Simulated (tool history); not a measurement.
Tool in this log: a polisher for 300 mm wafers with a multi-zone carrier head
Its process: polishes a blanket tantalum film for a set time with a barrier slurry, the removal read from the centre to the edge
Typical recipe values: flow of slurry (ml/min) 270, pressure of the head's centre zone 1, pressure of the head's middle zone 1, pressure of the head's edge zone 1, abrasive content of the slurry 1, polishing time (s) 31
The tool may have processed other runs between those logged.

| run | hour | flow of slurry (ml/min) | pressure of the head's centre zone | pressure of the head's middle zone | pressure of the head's edge zone | abrasive content of the slurry | polishing time (s) | wafers since the last listed run | wafers polished on this pad | hours since the slurry nozzle was cleaned | hours since the centre zone pressure was calibrated | hours since the edge zone pressure was calibrated | hours since the carrier head's membrane was replaced | incoming thickness of the incoming film, nm | film removed at the wafer's centre (nm) | film removed at mid-radius (nm) | film removed at the wafer's edge (nm) |
|---|---|---|---|---|---|---|---|---|---|---|---|---|---|---|---|---|---|
| 1 | 0 | 270 | 1 | 1 | 1 | 1 | 31 | 0 | 925 | 36.6 | 33.1 | 120.2 | 2072.6 | 403 | 55.1 | 64.4 | 60.4 |
| 2 | 24.6 | 270 | 1 | 1 | 1 | 1.2 | 31 | 375 | 1300 | 61.2 | 57.7 | 144.8 | 2097.2 | 409.1 | 58 | 66.3 | 62.3 |
| 3 | 46.7 | 270 | 1 | 1 | 1 | 1.2 | 31 | 337 | 1638 | 83.3 | 79.8 | 166.9 | 2119.3 | 410.9 | 57.1 | 67.3 | 63.1 |
| 4 | 70.4 | 270 | 1 | 1.04 | 1 | 1.2 | 31 | 362 | 2000 | 107 | 103.5 | 190.6 | 2143 | 414.6 | 57.6 | 69.8 | 63 |
|  | 77.9 | carrier head's membrane replaced by a new one |
| 5 | 93.2 | 270 | 1 | 1.08 | 0.9 | 0.75 | 31 | 271 | 2272 | 129.8 | 126.3 | 213.4 | 15.3 | 405.3 | 51.3 | 64.1 | 54 |
|  | 136.6 | centre zone pressure recalibrated, repeated, since the last time left the tool worse |
|  | 141.6 | worn pad replaced by a new one |
| 6 | 191 | 270 | 1 | 1.05 | 1 | 1 | 31 | 1402 | 753 | 227.6 | 54.4 | 311.2 | 113.1 | 407 | 61.3 | 67 | 60.6 |
| 7 | 205.7 | 270 | 1 | 1 | 1 | 1 | 31 | 224 | 978 | 242.3 | 69.1 | 325.9 | 127.8 | 415.9 | 62.7 | 63.9 | 59.8 |
|  | 210.7 | slurry nozzle cleaned |
| 8 | 233.2 | 355 | 0.93 | 1.09 | 1 | 1 | 31 | 404 | 1383 | 22.5 | 96.6 | 353.4 | 155.3 | 403.1 | 58.4 | 70.8 | 61.1 |
| 9 | 267.4 | 270 | 1 | 1 | 0.96 | 1 | 31 | 522 | 1905 | 56.7 | 130.8 | 387.6 | 189.5 | 406.4 | 61.7 | 63.8 | 60.1 |
| 10 | 299.4 | 270 | 1 | 0.93 | 1 | 1.15 | 31 | 488 | 2394 | 88.7 | 162.8 | 419.6 | 221.5 | 408.1 | 62.4 | 61.8 | 62.3 |
|  | 311.1 | worn pad replaced by a new one |
| 11 | 334.4 | 190 | 1 | 1 | 1.11 | 0.75 | 25 | 473 | 355 | 123.7 | 197.8 | 454.6 | 256.5 | 414.9 | 44.6 | 46.7 | 48.6 |
| 12 | 355.8 | 270 | 1 | 0.89 | 1 | 1 | 31 | 326 | 682 | 145.1 | 219.2 | 476 | 277.9 | 410.1 | 60.9 | 58.2 | 61.7 |
| 13 | 374.8 | 175 | 1.11 | 1.09 | 1 | 1 | 31 | 290 | 973 | 164.1 | 238.2 | 495 | 296.9 | 406.1 | 64.6 | 66.8 | 58.6 |
|  | 379.3 | edge zone pressure recalibrated |
| 14 | 388.1 | 270 | 1 | 0.93 | 1 | 0.85 | 31 | 172 | 1145 | 177.4 | 251.5 | 8.8 | 310.2 | 408.2 | 58 | 57.5 | 57.9 |
| 15 | 405.5 | 175 | 1.08 | 1 | 1 | 0.75 | 31 | 265 | 1411 | 194.8 | 268.9 | 26.2 | 327.6 | 406.3 | 58.6 | 58.3 | 56 |
| 16 | 435.4 | 230 | 1 | 1 | 1 | 1 | 31 | 456 | 1868 | 224.7 | 298.8 | 56.1 | 357.5 | 403.6 | 58.5 | 63.5 | 60.1 |
|  | 445.8 | slurry nozzle cleaned |
| 17 | 464.9 | 270 | 1 | 1 | 1 | 1 | 31 | 435 | 2303 | 19.1 | 328.3 | 85.6 | 387 | 407.5 | 59.9 | 63.5 | 61.8 |
| 18 | 483.8 | 220 | 1 | 1 | 1 | 1 | 31 | 288 | 2592 | 38 | 347.2 | 104.5 | 405.9 | 410.5 | 59.3 | 63.9 | 61.9 |
| 19 | 502.9 | 270 | 1.08 | 0.94 | 1 | 1.3 | 24 | 291 | 2883 | 57.1 | 366.3 | 123.6 | 425 | 412.9 | 51.8 | 49.8 | 49.7 |
|  | 511.3 | worn pad replaced by a new one |
| 20 | 516.1 | 270 | 0.93 | 0.89 | 0.95 | 0.85 | 31 | 140 | 73 | 70.3 | 379.5 | 136.8 | 438.2 | 410 | 54.4 | 56.4 | 57.7 |
| 21 | 533.7 | 270 | 1 | 1 | 1 | 1 | 31 | 268 | 341 | 87.9 | 397.1 | 154.4 | 455.8 | 410.3 | 59.5 | 64.3 | 59.7 |
| 22 | 548 | 270 | 1 | 1 | 1 | 1 | 35 | 218 | 560 | 102.2 | 411.4 | 168.7 | 470.1 | 406.5 | 67.6 | 72.8 | 68.4 |

3 options for the next run, each taken on its own from the tool as it stands now. Forecast them:
| A | 548.4 | 270 | 1.06 | 1 | 1 | 1 | 31 | 6 | 566 | 102.6 | 411.8 | 169.1 | 470.5 | 411.6 | ? | ? | ? |
| B | 548.4 | 350 | 0.93 | 1 | 1 | 1 | 41 | 6 | 566 | 102.6 | 411.8 | 169.1 | 470.5 | 411.6 | ? | ? | ? |
| C | 548.4 | 320 | 1 | 0.88 | 0.97 | 1 | 31 | 6 | 566 | 102.6 | 411.8 | 169.1 | 470.5 | 411.6 | ? | ? | ? |

| run | film removed at the wafer's centre (nm) | film removed at mid-radius (nm) | film removed at the wafer's edge (nm) |
|---|---|---|---|
| A | 61.9 | 63.6 | 60.1 |
| B | 75.1 | 85.5 | 80.5 |
| C | 59.7 | 57.8 | 59.8 |
With the hidden condition removed and each run's random variation left untouched, the same runs would have given:
| run | film removed at the wafer's centre (nm) | film removed at mid-radius (nm) | film removed at the wafer's edge (nm) |
|---|---|---|---|
| A | 65.2 | 63.6 | 60.1 |
| B | 79.2 | 85.5 | 80.5 |
| C | 62.9 | 57.8 | 59.8 |
